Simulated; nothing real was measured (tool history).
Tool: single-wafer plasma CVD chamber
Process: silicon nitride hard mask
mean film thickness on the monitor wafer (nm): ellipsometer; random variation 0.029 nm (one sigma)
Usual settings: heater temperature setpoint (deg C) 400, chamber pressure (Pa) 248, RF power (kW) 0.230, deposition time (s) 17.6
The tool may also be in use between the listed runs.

run	hour	heater temperature setpoint (deg C)	chamber pressure (Pa)	RF power (kW)	deposition time (s)	read-back reference wafer on the same gauge, thickness_nm	mean film thickness on the monitor wafer (nm)
1	0.0	400	248	0.230	17.6	18.800	18.527
2	9.6	400	248	0.230	17.6	18.804	18.553
3	22.4	400	248	0.230	17.6	18.800	18.471
4	29.0	400	248	0.230	17.6	18.804	18.508
5	37.0	400	248	0.245	17.6	18.797	19.601
6	48.2	400	279	0.230	17.6	18.807	18.961
7	59.8	400	279	0.230	17.6	18.797	18.971
8	70.9	400	279	0.230	17.6	18.803	18.968
9	77.2	400	248	0.250	17.6	18.787	19.966
10	89.0	400	248	0.250	17.6	18.802	19.961
11	101.1	400	248	0.215	17.6	18.791	17.241
# hour 107.4: gauge calibrated
# hour 115.1: showerhead replaced
12	117.3	400	248	0.215	17.6	18.808	17.148
# hour 135.5: RF generator calibrated
13	138.9	400	248	0.230	17.6	18.801	19.031
14	149.5	400	248	0.230	17.6	18.803	19.092
# hour 169.5: capacitance manometer re-zeroed and calibrated
15	170.0	400	248	0.230	14.6	18.790	15.815
16	176.5	400	248	0.215	16.0	18.804	16.198
17	191.8	400	217	0.190	17.6	18.800	15.139
18	203.8	400	248	0.230	15.3	18.800	16.569
19	210.3	414	248	0.230	20.5	18.802	22.081
# hour 220.9: thermocouple changed; heater temperature recalibrated
20	227.8	400	248	0.230	14.8	18.795	16.015
21	236.5	400	279	0.230	17.6	18.796	19.584
22	243.1	400	248	0.230	17.6	18.798	19.034
23	249.4	400	224	0.230	17.6	18.790	18.543
24	258.5	400	248	0.230	17.6	18.797	19.067
25	275.3	387	279	0.230	17.6	18.798	19.677
26	287.3	406	248	0.270	14.4	18.804	17.976

4 ways to go on from here, each from the tool as it stands after run 26. What would each give?
A	287.7	400	248	0.230	17.6	?	?
B	287.7	400	273	0.230	17.6	?	?
C	287.7	391	221	0.265	17.6	?	?
D	287.7	406	193	0.185	15.8	?	?

run	read-back reference wafer on the same gauge, thickness_nm	mean film thickness on the monitor wafer (nm)
A	18.797	19.021
B	18.797	19.455
C	18.797	21.145
D	18.797	12.816
Without the tool's hidden state the same runs would have given:
run	mean film thickness on the monitor wafer (nm)
A	19.038
B	19.472
C	21.161
D	12.828
